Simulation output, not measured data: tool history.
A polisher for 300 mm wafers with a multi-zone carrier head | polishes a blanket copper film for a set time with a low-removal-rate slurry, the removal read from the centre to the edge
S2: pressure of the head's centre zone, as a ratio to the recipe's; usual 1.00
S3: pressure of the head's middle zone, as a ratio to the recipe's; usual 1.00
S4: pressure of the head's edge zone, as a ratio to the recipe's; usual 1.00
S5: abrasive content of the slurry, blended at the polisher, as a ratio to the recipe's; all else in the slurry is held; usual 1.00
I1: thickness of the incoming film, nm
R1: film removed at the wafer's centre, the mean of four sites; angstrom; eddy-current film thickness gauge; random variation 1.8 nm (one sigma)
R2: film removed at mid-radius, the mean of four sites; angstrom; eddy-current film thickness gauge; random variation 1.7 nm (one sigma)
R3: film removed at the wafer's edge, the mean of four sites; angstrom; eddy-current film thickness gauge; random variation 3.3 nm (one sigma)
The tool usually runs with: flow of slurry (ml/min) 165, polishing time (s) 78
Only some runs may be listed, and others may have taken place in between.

run 1 day=0.000 | flow_of_slurry_(ml/min)=165 S2=1.00 S3=1.00 S4=1.00 S5=1.00 polishing_time_(s)=78 | I1=1558.8 | R1=2537 R2=2597 R3=2500
run 2 day=2.842 | flow_of_slurry_(ml/min)=165 S2=1.00 S3=1.00 S4=1.00 S5=1.00 polishing_time_(s)=78 | I1=1540.4 | R1=2495 R2=2604 R3=2447
-- day=5.350 edge zone pressure recalibrated
run 3 day=5.862 | flow_of_slurry_(ml/min)=165 S2=1.00 S3=1.00 S4=1.00 S5=1.00 polishing_time_(s)=78 | I1=1572.3 | R1=2482 R2=2548 R3=2432
-- day=7.488 worn pad replaced by a new one
run 4 day=8.054 | flow_of_slurry_(ml/min)=165 S2=1.00 S3=1.00 S4=1.00 S5=1.00 polishing_time_(s)=78 | I1=1587.2 | R1=2571 R2=2616 R3=2463
run 5 day=10.546 | flow_of_slurry_(ml/min)=150 S2=1.00 S3=1.00 S4=1.00 S5=1.00 polishing_time_(s)=78 | I1=1591.7 | R1=2483 R2=2569 R3=2504
run 6 day=13.967 | flow_of_slurry_(ml/min)=165 S2=1.00 S3=1.00 S4=1.00 S5=1.00 polishing_time_(s)=78 | I1=1579.9 | R1=2480 R2=2592 R3=2460
run 7 day=17.329 | flow_of_slurry_(ml/min)=165 S2=1.00 S3=1.00 S4=1.00 S5=1.00 polishing_time_(s)=78 | I1=1578.5 | R1=2485 R2=2540 R3=2399
-- day=18.067 worn pad replaced by a new one
-- day=19.667 slurry nozzle cleaned
run 8 day=19.958 | flow_of_slurry_(ml/min)=165 S2=1.00 S3=1.00 S4=1.00 S5=1.00 polishing_time_(s)=78 | I1=1570.2 | R1=2550 R2=2592 R3=2484
-- day=20.196 centre zone pressure recalibrated
run 9 day=21.933 | flow_of_slurry_(ml/min)=165 S2=0.96 S3=1.00 S4=1.00 S5=1.00 polishing_time_(s)=78 | I1=1565.5 | R1=2436 R2=2579 R3=2533
run 10 day=23.946 | flow_of_slurry_(ml/min)=210 S2=1.00 S3=1.00 S4=1.00 S5=1.00 polishing_time_(s)=78 | I1=1584.3 | R1=2574 R2=2617 R3=2511
run 11 day=28.396 | flow_of_slurry_(ml/min)=165 S2=0.90 S3=1.00 S4=0.93 S5=1.00 polishing_time_(s)=78 | I1=1581.2 | R1=2218 R2=2564 R3=2385
-- day=30.375 worn pad replaced by a new one
run 12 day=30.800 | flow_of_slurry_(ml/min)=150 S2=1.00 S3=0.89 S4=0.90 S5=1.00 polishing_time_(s)=78 | I1=1552.9 | R1=2559 R2=2397 R3=2419
run 13 day=34.379 | flow_of_slurry_(ml/min)=190 S2=1.00 S3=0.91 S4=1.00 S5=1.00 polishing_time_(s)=78 | I1=1547.9 | R1=2566 R2=2412 R3=2493
run 14 day=37.812 | flow_of_slurry_(ml/min)=165 S2=1.00 S3=1.00 S4=0.91 S5=1.15 polishing_time_(s)=78 | I1=1579.8 | R1=2581 R2=2604 R3=2426
-- day=38.200 carrier head's membrane replaced by a new one
-- day=40.879 worn pad replaced by a new one
run 15 day=41.017 | flow_of_slurry_(ml/min)=165 S2=1.00 S3=1.00 S4=1.00 S5=1.00 polishing_time_(s)=78 | I1=1571.0 | R1=2567 R2=2639 R3=2624
-- day=42.162 edge zone pressure recalibrated
run 16 day=43.867 | flow_of_slurry_(ml/min)=165 S2=1.00 S3=1.00 S4=1.00 S5=1.00 polishing_time_(s)=78 | I1=1600.2 | R1=2540 R2=2602 R3=2521
run 17 day=48.204 | flow_of_slurry_(ml/min)=165 S2=1.00 S3=0.89 S4=0.97 S5=0.80 polishing_time_(s)=94 | I1=1577.9 | R1=2909 R2=2697 R3=2894
-- day=50.067 centre zone pressure recalibrated
-- day=51.871 worn pad replaced by a new one
-- day=52.017 slurry nozzle cleaned
run 18 day=52.038 | flow_of_slurry_(ml/min)=165 S2=0.89 S3=1.07 S4=1.00 S5=0.80 polishing_time_(s)=85 | I1=1586.7 | R1=2433 R2=2972 R3=2728
run 19 day=54.133 | flow_of_slurry_(ml/min)=165 S2=1.00 S3=1.00 S4=1.00 S5=1.00 polishing_time_(s)=78 | I1=1558.5 | R1=2519 R2=2598 R3=2537
run 20 day=58.483 | flow_of_slurry_(ml/min)=110 S2=1.03 S3=1.00 S4=1.00 S5=1.00 polishing_time_(s)=55 | I1=1560.0 | R1=1728 R2=1719 R3=1681

Below, some changes in R1 between adjacent runs. For each, the amount present without the hidden state too (settings, incoming material, random variation) and the amount remaining for the hidden state with gauge scatter not shared by both compared results:
Hidden state present: removal rate lost through wear of the pad, %; slurry flow missing at the pad, %; deviation of the centre zone's pressure from its setpoint, %; deviation of the edge zone's pressure from its setpoint, %.
Run 14 -> 15: S4 0.91 -> 1.00, S5 1.15 -> 1.00, carrier head's membrane replaced by a new one, worn pad replaced by a new one. R1 -14 angstrom: hidden state +79, all else -93.
Run 17 -> 18: S2 1.00 -> 0.89, S3 0.89 -> 1.07, S4 0.97 -> 1.00, polishing time (s) 94 -> 85, centre zone pressure recalibrated, worn pad replaced by a new one, slurry nozzle cleaned. R1 -476 angstrom: hidden state +78, all else -554.
Run 19 -> 20: flow of slurry (ml/min) 165 -> 110, S2 1.00 -> 1.03, polishing time (s) 78 -> 55. R1 -791 angstrom: hidden state -9, all else -782.
